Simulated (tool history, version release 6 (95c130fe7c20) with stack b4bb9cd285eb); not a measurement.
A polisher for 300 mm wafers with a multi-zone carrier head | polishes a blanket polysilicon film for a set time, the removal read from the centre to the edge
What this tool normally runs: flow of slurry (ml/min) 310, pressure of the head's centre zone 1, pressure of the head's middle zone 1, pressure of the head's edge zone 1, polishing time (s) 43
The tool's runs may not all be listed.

run	hour	flow of slurry (ml/min)	pressure of the head's centre zone	pressure of the head's middle zone	pressure of the head's edge zone	polishing time (s)	wafers since the last listed run	wafers polished on this pad	hours since the slurry nozzle was cleaned	hours since the centre zone pressure was calibrated	hours since the edge zone pressure was calibrated	hours since the carrier head's membrane was replaced	incoming thickness of the incoming film, nm	film removed at the wafer's centre (nm)	film removed at mid-radius (nm)	film removed at the wafer's edge (nm)
1	0	310	0.97	1	1	43	0	489	56	764.1	239.4	755	2254.2	223	220.6	227.8
2	95.6	310	0.97	1	1	43	1678	2168	151.6	859.7	335	850.6	2295.8	220.8	214.9	229.3
3	190.3	310	1	1	1	43	1662	3830	246.3	954.4	429.7	945.3	2281.7	226.7	220.1	230.2
# hour 217.5: worn pad replaced by a new one
4	244.1	310	1	1	1	37	874	466	300.1	1008.2	483.5	999.1	2266.6	193	186.9	191.8
5	329.3	310	1	1	1	37	1495	1962	385.3	1093.4	568.7	1084.3	2302.9	190.8	183.9	195
6	408.2	310	1	1	1	43	1385	3347	464.2	1172.3	647.6	1163.2	2265.9	223	211.5	221.5
# hour 478: worn pad replaced by a new one
# hour 484.1: slurry nozzle cleaned
7	485.5	310	1	1	1	43	1269	113	1.4	1249.6	724.9	1240.5	2252.7	230	220.9	226.9
# hour 516.9: carrier head's membrane replaced by a new one
8	546.4	310	1	1	1	43	981	1094	62.3	1310.5	785.8	29.5	2243.9	228	218.9	229.2
9	624.3	310	1	1	0.95	43	1367	2462	140.2	1388.4	863.7	107.4	2279.7	230.2	217	220
# hour 670: edge zone pressure recalibrated
# hour 673.1: centre zone pressure recalibrated
10	701.5	310	1.03	1	1.04	48	1285	3747	217.4	28.4	31.5	184.6	2256	261.2	242.3	259
# hour 760.3: worn pad replaced by a new one
11	799.5	310	1	1	1	43	1650	687	315.4	126.4	129.5	282.6	2277.7	226.5	215	229.3
12	905.1	310	1.11	0.88	0.95	52	1853	2541	421	232	235.1	388.2	2263.4	300.4	237.2	272.5
# hour 980.7: worn pad replaced by a new one
13	1005.3	310	1.11	0.93	1	28	1688	431	521.2	332.2	335.3	488.4	2291.7	159.1	131.3	147
# hour 1036.3: slurry nozzle cleaned
14	1108.4	310	1	1.11	0.93	43	1792	2223	72.1	435.3	438.4	591.5	2295.1	228	237.2	220.6
15	1191.8	310	0.97	1	1	43	1464	3687	155.5	518.7	521.8	674.9	2280.8	222.1	217.1	223.8

Forecast run 16:
# hour 1250.4: worn pad replaced by a new one
16	1256.3	310	0.93	1.06	0.97	43	1062	102	220	583.2	586.3	739.4	2264.7	?	?	?

Run 16 produced film removed at the wafer's centre (nm) 210.6, film removed at mid-radius (nm) 225.1, film removed at the wafer's edge (nm) 225.8.
Take away the tool's hidden state, keep the run-to-run variation as it was, and the same run would have given film removed at the wafer's centre (nm) 215.3, film removed at mid-radius (nm) 229.6, film removed at the wafer's edge (nm) 229.3.
